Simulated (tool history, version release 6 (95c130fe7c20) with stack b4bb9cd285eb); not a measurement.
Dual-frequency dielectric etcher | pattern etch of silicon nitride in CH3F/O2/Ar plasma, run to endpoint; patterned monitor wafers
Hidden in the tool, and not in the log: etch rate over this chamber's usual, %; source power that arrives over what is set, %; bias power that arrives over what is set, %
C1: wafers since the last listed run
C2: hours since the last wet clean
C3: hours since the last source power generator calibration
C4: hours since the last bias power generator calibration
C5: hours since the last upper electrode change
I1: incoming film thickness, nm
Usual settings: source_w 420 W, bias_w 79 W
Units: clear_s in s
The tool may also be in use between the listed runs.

Run 1, hour 0.0: usual settings but source_w 490 W, bias_w 65 W; C1 0; C2 7.2; C3 3519.9; C4 3385.1; C5 4944.1; I1 33.27. Result: clear_s 50.1 s.
Run 2, hour 144.8: usual settings but source_w 490 W, bias_w 65 W; C1 2062; C2 152.0; C3 3664.7; C4 3529.9; C5 5088.9; I1 33.11. Result: clear_s 50.4 s.
Run 3, hour 209.4: usual settings but source_w 490 W, bias_w 65 W; C1 920; C2 216.6; C3 3729.3; C4 3594.5; C5 5153.5; I1 32.94. Result: clear_s 49.5 s.
Run 4, hour 259.0: usual settings but source_w 450 W; C1 706; C2 266.2; C3 3778.9; C4 3644.1; C5 5203.1; I1 33.58. Result: clear_s 48.1 s.
Run 5, hour 330.6: usual settings but source_w 450 W; C1 1019; C2 337.8; C3 3850.5; C4 3715.7; C5 5274.7; I1 33.31. Result: clear_s 47.4 s.
Run 6, hour 362.9: usual settings but source_w 450 W; C1 460; C2 370.1; C3 3882.8; C4 3748.0; C5 5307.0; I1 33.07. Result: clear_s 47.1 s.
At hour 372.6: bias power generator calibrated.
Run 7, hour 411.8: usual settings; C1 639; C2 419.0; C3 3931.7; C4 39.2; C5 5355.9; I1 32.99. Result: clear_s 47.9 s.
Run 8, hour 463.2: usual settings but bias_w 63 W; C1 732; C2 470.4; C3 3983.1; C4 90.6; C5 5407.3; I1 33.40. Result: clear_s 55.2 s.
Run 9, hour 491.1: usual settings but source_w 520 W; C1 397; C2 498.3; C3 4011.0; C4 118.5; C5 5435.2; I1 33.08. Result: clear_s 44.1 s.
At hour 520.6: source power generator calibrated.
At hour 539.8: wet clean of the chamber.
At hour 556.6: upper electrode replaced.
Run 10, hour 557.1: usual settings but source_w 370 W, bias_w 60 W; C1 370; C2 17.3; C3 36.5; C4 184.5; C5 0.5; I1 33.27. Result: clear_s 60.7 s.
Run 11, hour 570.6: usual settings but source_w 390 W; C1 192; C2 30.8; C3 50.0; C4 198.0; C5 14.0; I1 33.63. Result: clear_s 51.4 s.
Run 12, hour 600.4: usual settings but source_w 520 W, bias_w 87 W; C1 424; C2 60.6; C3 79.8; C4 227.8; C5 43.8; I1 33.04. Result: clear_s 42.2 s.
Run 13, hour 659.8: usual settings but source_w 340 W, bias_w 62 W; C1 846; C2 120.0; C3 139.2; C4 287.2; C5 103.2; I1 33.00. Result: clear_s 61.0 s.
Run 14, hour 702.7: usual settings; C1 611; C2 162.9; C3 182.1; C4 330.1; C5 146.1; I1 33.57. Result: clear_s 49.5 s.
Run 15, hour 763.0: usual settings; C1 859; C2 223.2; C3 242.4; C4 390.4; C5 206.4; I1 32.85. Result: clear_s 48.1 s.
Run 16, hour 875.3: usual settings but source_w 340 W, bias_w 62 W; C1 1599; C2 335.5; C3 354.7; C4 502.7; C5 318.7; I1 33.39. Result: clear_s 62.3 s.

3 ways to go on from here, each from the tool as it stands after run 16. What would each give?
Run A, hour 875.7: usual settings; C1 5; C2 335.9; C3 355.1; C4 503.1; C5 319.1; I1 33.82. Result: clear_s ?.
Run B, hour 875.7: usual settings but source_w 500 W, bias_w 74 W; C1 5; C2 335.9; C3 355.1; C4 503.1; C5 319.1; I1 33.82. Result: clear_s ?.
Run C, hour 875.7: usual settings but source_w 360 W, bias_w 97 W; C1 5; C2 335.9; C3 355.1; C4 503.1; C5 319.1; I1 33.82. Result: clear_s ?.

run  clear_s
  A     49.7
  B     47.2
  C     48.4
Without the tool's hidden state the same runs would have given:
run  clear_s
  A     49.7
  B     47.2
  C     48.4
